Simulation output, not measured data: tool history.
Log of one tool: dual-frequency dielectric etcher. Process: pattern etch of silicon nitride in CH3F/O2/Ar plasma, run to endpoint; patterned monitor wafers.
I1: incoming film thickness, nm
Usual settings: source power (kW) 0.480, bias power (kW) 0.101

run 1 hour=0.0 | source_power_(kW)=0.480 bias_power_(kW)=0.101 | I1=29.57 | endpoint_time_(s)=37.3
run 2 hour=24.4 | source_power_(kW)=0.480 bias_power_(kW)=0.101 | I1=29.66 | endpoint_time_(s)=37.8
run 3 hour=55.0 | source_power_(kW)=0.480 bias_power_(kW)=0.101 | I1=30.07 | endpoint_time_(s)=38.5
run 4 hour=69.3 | source_power_(kW)=0.480 bias_power_(kW)=0.101 | I1=29.62 | endpoint_time_(s)=37.6
run 5 hour=85.1 | source_power_(kW)=0.480 bias_power_(kW)=0.101 | I1=29.83 | endpoint_time_(s)=37.9
run 6 hour=102.6 | source_power_(kW)=0.480 bias_power_(kW)=0.101 | I1=29.59 | endpoint_time_(s)=37.6
run 7 hour=127.1 | source_power_(kW)=0.480 bias_power_(kW)=0.101 | I1=29.94 | endpoint_time_(s)=38.5
run 8 hour=191.6 | source_power_(kW)=0.480 bias_power_(kW)=0.101 | I1=29.73 | endpoint_time_(s)=38.1
run 9 hour=262.7 | source_power_(kW)=0.480 bias_power_(kW)=0.101 | I1=29.43 | endpoint_time_(s)=38.1
-- hour=297.7 wet clean of the chamber
run 10 hour=298.2 | source_power_(kW)=0.480 bias_power_(kW)=0.101 | I1=29.96 | endpoint_time_(s)=36.7
run 11 hour=314.3 | source_power_(kW)=0.480 bias_power_(kW)=0.101 | I1=29.64 | endpoint_time_(s)=36.4
run 12 hour=331.2 | source_power_(kW)=0.480 bias_power_(kW)=0.101 | I1=29.87 | endpoint_time_(s)=36.4
run 13 hour=349.7 | source_power_(kW)=0.510 bias_power_(kW)=0.093 | I1=29.69 | endpoint_time_(s)=36.6
-- hour=355.3 bias power generator calibrated
run 14 hour=409.5 | source_power_(kW)=0.510 bias_power_(kW)=0.093 | I1=29.90 | endpoint_time_(s)=36.5
run 15 hour=443.0 | source_power_(kW)=0.480 bias_power_(kW)=0.101 | I1=29.44 | endpoint_time_(s)=36.2
-- hour=483.9 upper electrode replaced
run 16 hour=484.4 | source_power_(kW)=0.580 bias_power_(kW)=0.108 | I1=30.16 | endpoint_time_(s)=33.8
run 17 hour=484.7 | source_power_(kW)=0.480 bias_power_(kW)=0.101 | I1=29.63 | endpoint_time_(s)=36.7
run 18 hour=503.8 | source_power_(kW)=0.410 bias_power_(kW)=0.118 | I1=29.60 | endpoint_time_(s)=37.4
run 19 hour=518.2 | source_power_(kW)=0.590 bias_power_(kW)=0.078 | I1=29.76 | endpoint_time_(s)=36.5
run 20 hour=546.0 | source_power_(kW)=0.440 bias_power_(kW)=0.094 | I1=29.66 | endpoint_time_(s)=39.7
run 21 hour=574.2 | source_power_(kW)=0.480 bias_power_(kW)=0.101 | I1=29.66 | endpoint_time_(s)=37.7
run 22 hour=590.8 | source_power_(kW)=0.450 bias_power_(kW)=0.120 | I1=29.74 | endpoint_time_(s)=36.4
run 23 hour=612.0 | source_power_(kW)=0.380 bias_power_(kW)=0.092 | I1=29.62 | endpoint_time_(s)=42.5
run 24 hour=624.7 | source_power_(kW)=0.570 bias_power_(kW)=0.116 | I1=29.70 | endpoint_time_(s)=33.1
run 25 hour=643.3 | source_power_(kW)=0.360 bias_power_(kW)=0.101 | I1=29.52 | endpoint_time_(s)=42.6
run 26 hour=671.8 | source_power_(kW)=0.480 bias_power_(kW)=0.101 | I1=29.62 | endpoint_time_(s)=37.8

The next listed run, before its measurement:
-- hour=691.4 source power generator calibrated
-- hour=742.4 wet clean of the chamber
run 27 hour=742.9 | source_power_(kW)=0.560 bias_power_(kW)=0.101 | I1=29.53 | endpoint_time_(s)=?

endpoint time (s): 34.2
Without the tool's hidden state the same run would have given endpoint time (s) 34.0.
